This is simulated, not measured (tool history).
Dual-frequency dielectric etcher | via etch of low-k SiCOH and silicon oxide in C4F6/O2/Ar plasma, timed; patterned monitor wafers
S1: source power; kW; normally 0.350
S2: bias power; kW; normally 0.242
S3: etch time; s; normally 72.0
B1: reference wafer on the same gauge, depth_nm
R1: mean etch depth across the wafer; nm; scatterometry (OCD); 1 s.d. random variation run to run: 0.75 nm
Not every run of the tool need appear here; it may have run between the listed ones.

Run 1, day 0.000: usual settings; B1 253.9. Result: R1 222.4 nm.
At day 0.642: wet clean of the chamber.
Run 2, day 2.904: usual settings; B1 253.8. Result: R1 227.1 nm.
Run 3, day 4.962: usual settings but S1 0.310 kW, S3 58.0 s; B1 254.1. Result: R1 176.2 nm.
At day 7.371: gauge calibrated.
Run 4, day 7.954: usual settings; B1 254.5. Result: R1 226.0 nm.
Run 5, day 9.838: usual settings but S1 0.310 kW; B1 253.7. Result: R1 216.0 nm.
Run 6, day 12.425: usual settings but S1 0.310 kW; B1 253.7. Result: R1 214.8 nm.
At day 15.258: wet clean of the chamber.
Run 7, day 15.279: usual settings but S1 0.310 kW; B1 253.9. Result: R1 220.9 nm.
Run 8, day 16.658: usual settings but S2 0.203 kW; B1 253.9. Result: R1 214.5 nm.
Run 9, day 18.333: usual settings but S2 0.203 kW; B1 253.6. Result: R1 212.9 nm.
Run 10, day 20.046: usual settings but S2 0.288 kW; B1 253.9. Result: R1 242.7 nm.
Run 11, day 22.046: usual settings but S1 0.390 kW; B1 253.8. Result: R1 232.7 nm.
Run 12, day 23.717: usual settings but S1 0.390 kW; B1 253.6. Result: R1 232.9 nm.
Run 13, day 25.725: usual settings but S1 0.400 kW; B1 254.2. Result: R1 234.2 nm.
At day 28.408: bias power generator calibrated.
Run 14, day 28.625: usual settings but S1 0.440 kW, S2 0.227 kW, S3 86.0 s; B1 254.0. Result: R1 280.3 nm.
Run 15, day 30.496: usual settings but S1 0.320 kW, S2 0.290 kW, S3 85.5 s; B1 254.0. Result: R1 274.6 nm.
At day 31.800: wet clean of the chamber.
Run 16, day 31.854: usual settings but S2 0.293 kW, S3 78.5 s; B1 253.8. Result: R1 267.4 nm.
Run 17, day 32.954: usual settings but S1 0.270 kW; B1 254.0. Result: R1 209.9 nm.

The next listed run, before its measurement:
At day 33.529: source power generator calibrated.
Run 18, day 34.358: usual settings but S1 0.310 kW; B1 ?. Result: R1 ?.

{"run 18": {"B1": 253.9, "R1": 219.0}}
Without the tool's hidden state the same run would have given R1 220.7 nm.
